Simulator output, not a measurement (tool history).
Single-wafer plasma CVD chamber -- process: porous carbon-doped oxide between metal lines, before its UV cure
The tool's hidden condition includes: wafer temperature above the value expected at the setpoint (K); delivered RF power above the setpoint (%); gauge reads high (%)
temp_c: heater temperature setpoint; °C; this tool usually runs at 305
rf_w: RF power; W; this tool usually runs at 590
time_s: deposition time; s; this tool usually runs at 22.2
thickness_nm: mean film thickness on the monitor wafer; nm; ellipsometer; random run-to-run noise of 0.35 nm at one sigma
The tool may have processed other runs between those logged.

run	hour	temp_c	rf_w	time_s	wafers since the last listed run	hours since the last thermocouple change	hours since the last RF generator calibration	hours since the showerhead was replaced	hours since the gauge calibration	read-back reference wafer on the same gauge, thickness_nm	thickness_nm
1	0.0	305	590	22.2	0	1697.8	1737.7	6219.9	29.0	133.968	116.625
2	14.0	305	590	22.2	485	1711.8	1751.7	6233.9	43.0	133.965	117.255
3	45.7	305	590	22.2	1099	1743.5	1783.4	6265.6	74.7	133.980	117.323
4	79.4	305	590	22.2	1169	1777.2	1817.1	6299.3	108.4	134.086	116.384
5	92.5	305	590	22.2	454	1790.3	1830.2	6312.4	121.5	134.050	116.306
6	138.4	305	590	22.2	1592	1836.2	1876.1	6358.3	167.4	133.931	116.045
7	156.5	305	590	19.8	628	1854.3	1894.2	6376.4	185.5	133.891	103.442
8	192.5	305	590	19.8	1249	1890.3	1930.2	6412.4	221.5	133.906	103.419
9	217.4	305	590	19.8	863	1915.2	1955.1	6437.3	246.4	134.033	103.514
10	230.3	305	590	22.2	447	1928.1	1968.0	6450.2	259.3	133.931	115.223
# hour 263.3: showerhead replaced, of another model than before
11	263.8	305	590	22.2	884	1961.6	2001.5	0.5	292.8	133.939	118.097
# hour 278.4: RF generator calibrated
12	298.2	305	590	22.2	916	1996.0	19.8	34.9	327.2	133.967	123.605
13	325.0	305	590	22.2	929	2022.8	46.6	61.7	354.0	133.946	123.662
14	349.7	305	675	20.7	857	2047.5	71.3	86.4	378.7	134.090	126.433
15	364.9	305	660	21.1	527	2062.7	86.5	101.6	393.9	133.955	126.683
16	382.6	305	590	22.2	614	2080.4	104.2	119.3	411.6	133.985	123.305
17	410.5	305	590	18.0	968	2108.3	132.1	147.2	439.5	133.998	100.894
18	449.8	300	505	24.6	1363	2147.6	171.4	186.5	478.8	133.956	125.326
19	474.9	305	590	19.4	870	2172.7	196.5	211.6	503.9	134.006	108.273
20	510.1	311	525	25.2	1221	2207.9	231.7	246.8	539.1	133.974	124.895
# hour 527.9: thermocouple changed; heater temperature recalibrated
21	530.4	294	665	22.2	426	2.5	252.0	267.1	559.4	133.924	141.481
22	544.5	305	590	20.1	489	16.6	266.1	281.2	573.5	134.021	111.533
23	576.0	297	590	25.6	1092	48.1	297.6	312.7	605.0	133.892	147.907
24	600.8	311	640	22.2	860	72.9	322.4	337.5	629.8	133.889	126.550
25	622.1	291	590	22.2	739	94.2	343.7	358.8	651.1	134.003	131.748
26	643.5	313	590	22.2	742	115.6	365.1	380.2	672.5	133.926	118.678
# hour 666.7: gauge calibrated
27	679.3	317	620	22.2	1242	151.4	400.9	416.0	12.6	134.101	119.680
28	691.9	312	590	20.2	437	164.0	413.5	428.6	25.2	134.075	108.966
29	725.3	296	520	19.5	1158	197.4	446.9	462.0	58.6	133.894	104.273
30	758.2	305	590	22.2	1141	230.3	479.8	494.9	91.5	134.072	123.145
31	788.5	305	590	22.2	1051	260.6	510.1	525.2	121.8	133.943	122.959
32	819.3	292	675	21.1	1068	291.4	540.9	556.0	152.6	134.083	136.660
33	840.4	305	590	22.2	732	312.5	562.0	577.1	173.7	134.130	122.719
34	870.8	305	590	22.2	1054	342.9	592.4	607.5	204.1	133.962	122.954
35	883.6	313	475	17.9	444	355.7	605.2	620.3	216.9	134.000	82.973

Branching from run 35: 3 alternative next runs. What would each branch give?
A	884.0	305	590	22.2	13	356.1	605.6	620.7	217.3	?	?
B	884.0	297	590	17.9	13	356.1	605.6	620.7	217.3	?	?
C	884.0	319	655	26.2	13	356.1	605.6	620.7	217.3	?	?

run	read-back reference wafer on the same gauge, thickness_nm	thickness_nm
A	133.933	123.021
B	133.933	103.985
C	133.933	145.108
What these runs would have given with no unlogged condition in the tool:
run	thickness_nm
A	123.806
B	104.649
C	146.020
